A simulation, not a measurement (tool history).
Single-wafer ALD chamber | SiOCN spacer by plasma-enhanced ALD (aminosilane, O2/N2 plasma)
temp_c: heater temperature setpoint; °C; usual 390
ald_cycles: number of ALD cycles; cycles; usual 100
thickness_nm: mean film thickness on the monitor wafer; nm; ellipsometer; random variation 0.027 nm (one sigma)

| run | day | temp_c | ald_cycles | read-back reference wafer on the same gauge, thickness_nm | thickness_nm |
|---|---|---|---|---|---|
| 1 | 0 | 390 | 100 | 5.026 | 6.216 |
| 2 | 3.342 | 390 | 100 | 5.028 | 6.225 |
| 3 | 5.625 | 390 | 100 | 5.031 | 6.177 |
| 4 | 7.842 | 386 | 100 | 5.034 | 6.182 |
| 5 | 9.892 | 390 | 100 | 5.031 | 6.191 |
| 6 | 11.575 | 390 | 100 | 5.036 | 6.202 |
| 7 | 14.992 | 390 | 100 | 5.025 | 6.187 |
| 8 | 19.367 | 390 | 100 | 5.03 | 6.224 |
| 9 | 21.9 | 390 | 100 | 5.029 | 6.234 |
| 10 | 23.767 | 390 | 100 | 5.034 | 6.178 |
| 11 | 25.746 | 390 | 104 | 5.033 | 6.417 |
|  | 28.829 | thermocouple changed; heater temperature recalibrated |
| 12 | 29.483 | 390 | 100 | 5.024 | 6.207 |
|  | 31.142 | gauge calibrated |
| 13 | 33.788 | 398 | 114 | 5.032 | 7.049 |
| 14 | 37.471 | 376 | 81 | 5.035 | 4.997 |
| 15 | 39.85 | 403 | 100 | 5.036 | 6.132 |
| 16 | 41.504 | 390 | 100 | 5.028 | 6.213 |
| 17 | 43.333 | 390 | 81 | 5.03 | 5.029 |
| 18 | 46.417 | 378 | 93 | 5.024 | 5.762 |
| 19 | 50.592 | 378 | 100 | 5.024 | 6.202 |
| 20 | 54.129 | 390 | 115 | 5.031 | 7.096 |
| 21 | 55.729 | 402 | 108 | 5.034 | 6.631 |
| 22 | 58.383 | 390 | 118 | 5.032 | 7.362 |

4 ways to go on from here, each from the tool as it stands after run 22. What would each give?
| A | 58.408 | 390 | 89 | ? | ? |
| B | 58.408 | 381 | 112 | ? | ? |
| C | 58.408 | 383 | 114 | ? | ? |
| D | 58.408 | 390 | 117 | ? | ? |

| run | read-back reference wafer on the same gauge, thickness_nm | thickness_nm |
|---|---|---|
| A | 5.028 | 5.492 |
| B | 5.028 | 6.911 |
| C | 5.028 | 7.034 |
| D | 5.028 | 7.219 |
Without the tool's hidden state the same runs would have given:
| run | thickness_nm |
|---|---|
| A | 5.492 |
| B | 6.911 |
| C | 7.034 |
| D | 7.219 |
